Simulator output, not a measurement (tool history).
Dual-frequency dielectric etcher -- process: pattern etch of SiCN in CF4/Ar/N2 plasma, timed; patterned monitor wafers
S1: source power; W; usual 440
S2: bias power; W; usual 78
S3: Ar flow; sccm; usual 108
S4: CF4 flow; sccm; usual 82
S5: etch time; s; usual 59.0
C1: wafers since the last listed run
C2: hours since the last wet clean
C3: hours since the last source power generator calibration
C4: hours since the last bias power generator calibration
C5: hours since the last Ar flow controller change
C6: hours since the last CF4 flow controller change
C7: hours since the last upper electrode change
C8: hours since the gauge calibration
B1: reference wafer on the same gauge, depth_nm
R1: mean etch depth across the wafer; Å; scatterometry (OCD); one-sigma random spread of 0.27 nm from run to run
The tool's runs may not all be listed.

run	hour	S1	S2	S3	S4	S5	C1	C2	C3	C4	C5	C6	C7	C8	B1	R1
1	0.0	440	78	108	82	67.5	0	410.4	2952.9	429.4	1944.3	3030.1	4128.7	2237.3	48.6	628
2	106.7	350	63	108	82	59.0	923	517.1	3059.6	536.1	2051.0	3136.8	4235.4	2344.0	48.8	403
# hour 158.8: upper electrode replaced
3	187.2	440	78	116	72	59.0	489	597.6	3140.1	616.6	2131.5	3217.3	28.4	2424.5	48.9	532
# hour 213.5: CF4 flow controller replaced
# hour 253.4: wet clean of the chamber
4	271.6	510	78	108	100	46.5	470	18.2	3224.5	701.0	2215.9	58.1	112.8	2508.9	49.0	528
# hour 285.2: Ar flow controller replaced
5	354.5	520	78	108	82	43.5	665	101.1	3307.4	783.9	69.3	141.0	195.7	2591.8	49.1	480
6	431.3	440	78	116	82	46.0	664	177.9	3384.2	860.7	146.1	217.8	272.5	2668.6	49.2	424
# hour 676.4: gauge calibrated
# hour 723.4: source power generator calibrated
7	724.5	350	63	108	82	59.0	2503	471.1	1.1	1153.9	439.3	511.0	565.7	48.1	47.2	390
8	816.4	440	78	108	82	59.0	795	563.0	93.0	1245.8	531.2	602.9	657.6	140.0	47.1	531
9	912.9	440	92	116	93	64.5	835	659.5	189.5	1342.3	627.7	699.4	754.1	236.5	47.2	614
# hour 953.4: wet clean of the chamber
10	973.0	440	95	108	82	59.0	312	19.6	249.6	1402.4	687.8	759.5	814.2	296.6	47.2	560
11	1040.4	440	67	108	82	59.0	583	87.0	317.0	1469.8	755.2	826.9	881.6	364.0	47.2	507
12	1082.9	440	78	108	63	59.0	367	129.5	359.5	1512.3	797.7	869.4	924.1	406.5	47.2	504
13	1187.2	440	78	108	82	59.0	902	233.8	463.8	1616.6	902.0	973.7	1028.4	510.8	47.2	529
14	1259.9	360	78	108	82	71.5	629	306.5	536.5	1689.3	974.7	1046.4	1101.1	583.5	47.2	515
15	1342.3	440	78	108	66	59.0	713	388.9	618.9	1771.7	1057.1	1128.8	1183.5	665.9	47.3	516
16	1396.2	440	78	108	82	59.0	466	442.8	672.8	1825.6	1111.0	1182.7	1237.4	719.8	47.3	538
17	1447.6	470	78	108	82	59.0	444	494.2	724.2	1877.0	1162.4	1234.1	1288.8	771.2	47.3	566
18	1509.0	440	78	108	82	59.0	531	555.6	785.6	1938.4	1223.8	1295.5	1350.2	832.6	47.3	529
# hour 1559.4: wet clean of the chamber
19	1577.3	440	68	94	82	68.0	383	17.9	853.9	2006.7	1292.1	1363.8	1418.5	900.9	47.3	604
20	1679.8	440	78	97	95	59.0	887	120.4	956.4	2109.2	1394.6	1466.3	1521.0	1003.4	47.5	550

Each row is a separate what-if for the run after 20, all from the same tool condition, not one after another. Results?
A	1680.2	440	78	108	82	59.0	3	120.8	956.8	2109.6	1395.0	1466.7	1521.4	1003.8	?	?
B	1680.2	440	78	108	93	44.5	3	120.8	956.8	2109.6	1395.0	1466.7	1521.4	1003.8	?	?
C	1680.2	500	73	108	74	43.5	3	120.8	956.8	2109.6	1395.0	1466.7	1521.4	1003.8	?	?
D	1680.2	500	91	108	62	48.5	3	120.8	956.8	2109.6	1395.0	1466.7	1521.4	1003.8	?	?
E	1680.2	360	66	118	82	47.0	3	120.8	956.8	2109.6	1395.0	1466.7	1521.4	1003.8	?	?

run	B1	R1
A	47.4	530
B	47.4	408
C	47.4	430
D	47.4	495
E	47.4	321
The same runs, with their run-to-run variation unchanged, on a tool lacking any hidden condition would have given:
run	R1
A	526
B	405
C	427
D	492
E	318
